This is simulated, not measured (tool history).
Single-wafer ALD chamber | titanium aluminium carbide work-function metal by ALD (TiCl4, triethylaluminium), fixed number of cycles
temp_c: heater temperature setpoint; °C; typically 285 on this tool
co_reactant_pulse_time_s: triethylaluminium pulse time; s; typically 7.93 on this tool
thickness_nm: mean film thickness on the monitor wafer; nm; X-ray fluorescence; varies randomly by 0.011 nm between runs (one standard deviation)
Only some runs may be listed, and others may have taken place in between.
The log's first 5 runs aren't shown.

run	day	temp_c	co_reactant_pulse_time_s	wafers since the last listed run	hours since the last thermocouple change	hours since the last triethylaluminium bottle change	hours since the showerhead was replaced	hours since the gauge calibration	read-back reference wafer on the same gauge, thickness_nm	thickness_nm
# day 4.504: triethylaluminium bottle replaced
6	5.721	285	6.97	315	799.0	29.2	48.4	388.4	1.679	1.829
7	6.221	285	7.93	102	811.0	41.2	60.4	400.4	1.680	1.872
8	6.592	285	7.93	76	819.9	50.1	69.3	409.3	1.677	1.854
9	7.258	285	7.93	136	835.9	66.1	85.3	425.3	1.678	1.848
10	7.667	285	7.93	83	845.7	75.9	95.1	435.1	1.683	1.863
11	8.254	285	7.93	120	859.8	90.0	109.2	449.2	1.678	1.848
12	8.608	272	4.80	72	868.3	98.5	117.7	457.7	1.683	1.531
13	9.325	285	7.93	146	885.5	115.7	134.9	474.9	1.681	1.857
14	9.904	285	7.93	118	899.4	129.6	148.8	488.8	1.680	1.859
# day 10.812: thermocouple changed; heater temperature recalibrated
15	10.833	273	6.65	122	0.5	151.9	171.1	511.1	1.680	1.709
16	11.429	291	6.52	122	14.8	166.2	185.4	525.4	1.678	1.839
17	12.133	299	9.16	144	31.7	183.1	202.3	542.3	1.682	2.005
18	12.696	285	7.93	115	45.2	196.6	215.8	555.8	1.681	1.872
# day 12.992: gauge calibrated
19	12.996	298	7.93	61	52.4	203.8	223.0	0.1	1.681	1.953
20	13.350	291	7.93	72	60.9	212.3	231.5	8.6	1.680	1.891
21	13.829	294	7.93	98	72.4	223.8	243.0	20.1	1.683	1.908
22	14.496	285	7.93	136	88.4	239.8	259.0	36.1	1.679	1.854
23	14.788	271	7.93	59	95.4	246.8	266.0	43.1	1.677	1.766
24	15.238	271	6.51	92	106.2	257.6	276.8	53.9	1.680	1.673
25	15.617	296	5.94	77	115.3	266.7	285.9	63.0	1.682	1.811
26	15.917	297	10.68	61	122.5	273.9	293.1	70.2	1.681	2.029
27	16.367	285	7.93	92	133.3	284.7	303.9	81.0	1.681	1.855
28	16.867	285	7.93	102	145.3	296.7	315.9	93.0	1.682	1.859
29	18.471	295	9.97	328	183.8	335.2	354.4	131.5	1.681	1.986
30	18.733	285	7.93	53	190.1	341.5	360.7	137.8	1.681	1.851

For run 31, what comes out?
31	19.054	291	6.52	65	197.8	349.2	368.4	145.5	?	?

read-back reference wafer on the same gauge, thickness_nm: 1.681
thickness_nm: 1.821 nm
Minus the tool's unlogged condition, the same run would have read thickness_nm 1.830 nm.
